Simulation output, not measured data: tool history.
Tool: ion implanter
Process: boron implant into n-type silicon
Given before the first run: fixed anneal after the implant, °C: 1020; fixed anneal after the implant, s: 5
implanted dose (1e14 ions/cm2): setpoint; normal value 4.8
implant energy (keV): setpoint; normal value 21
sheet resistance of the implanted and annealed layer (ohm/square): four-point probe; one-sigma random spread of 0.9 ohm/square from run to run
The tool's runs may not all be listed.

run,hour,implanted dose (1e14 ions/cm2),implant energy (keV),"read-back reference wafer on the same gauge, sheet resistance",sheet resistance of the implanted and annealed layer (ohm/square)
1,0,5.53,21,232.58,192.54
2,33.2,5.53,21,232.6,193.69
3,143.9,5.53,21,232.87,193.02
4,173.2,4.8,21,233.2,217.22
5,202,4.8,21,233.34,217.16
6,261.7,4.8,21,233.45,217.87
7,313,4.8,21,233.79,217.84
8,363.2,4.8,21,233.92,218.34
9,407.3,4.8,21,234.32,218.47
10,439.2,4.8,21,234.29,218.12
11,487.2,4.8,21,234.56,219.5
12,517.8,4.8,19,234.78,220.94
13,547.7,4.8,19,234.91,220.84
14,605,4.8,19,235.26,222.17
15,665.3,4.8,21,235.89,217.9
16,713.2,3.85,15,236,271.44
17,762.3,5.99,24,236.55,181.02
18,817.2,5.99,24,236.62,181.22
19,867.1,5.72,17.5,237.07,194.36
20,917.3,3.67,15.5,237.37,283.12
21,945.5,3.91,28,237.91,251.93
# hour 971.2: gauge calibrated
# hour 983.5: Faraday cup replaced and dose calibrated
22,989.2,4.8,28,232.46,209.94
23,1029.5,5.98,28,232.3,175.72
24,1057.8,4.8,21,232.33,216.68
25,1084.1,4.8,21,232.4,216.46
# hour 1108.9: extraction supply calibrated
26,1125.4,4.8,25,232.6,211.91
27,1188.3,4.13,25.5,232.43,240.65
28,1244.4,4.8,17,232.48,222.15
29,1298.3,4.8,21,232.45,215.1
30,1347.6,4.8,21,232.47,216.94
31,1399.6,4.8,21,232.85,216.17

State the hidden condition of the tool at each of the runs:
deviation of the true dose from the Faraday cup's reading, %: 0 in every run
deviation of the true energy from its setpoint, %: 0 in every run
H1: gauge reads high (%)
run,H1
1,0.256
2,0.299
3,0.459
4,0.507
5,0.555
6,0.661
7,0.759
8,0.86
9,0.954
10,1.02
11,1.13
12,1.21
13,1.28
14,1.43
15,1.59
16,1.73
17,1.87
18,2.04
19,2.2
20,2.36
21,2.45
22,0.143
23,0.146
24,0.151
25,0.157
26,0.169
27,0.196
28,0.227
29,0.264
30,0.304
31,0.351

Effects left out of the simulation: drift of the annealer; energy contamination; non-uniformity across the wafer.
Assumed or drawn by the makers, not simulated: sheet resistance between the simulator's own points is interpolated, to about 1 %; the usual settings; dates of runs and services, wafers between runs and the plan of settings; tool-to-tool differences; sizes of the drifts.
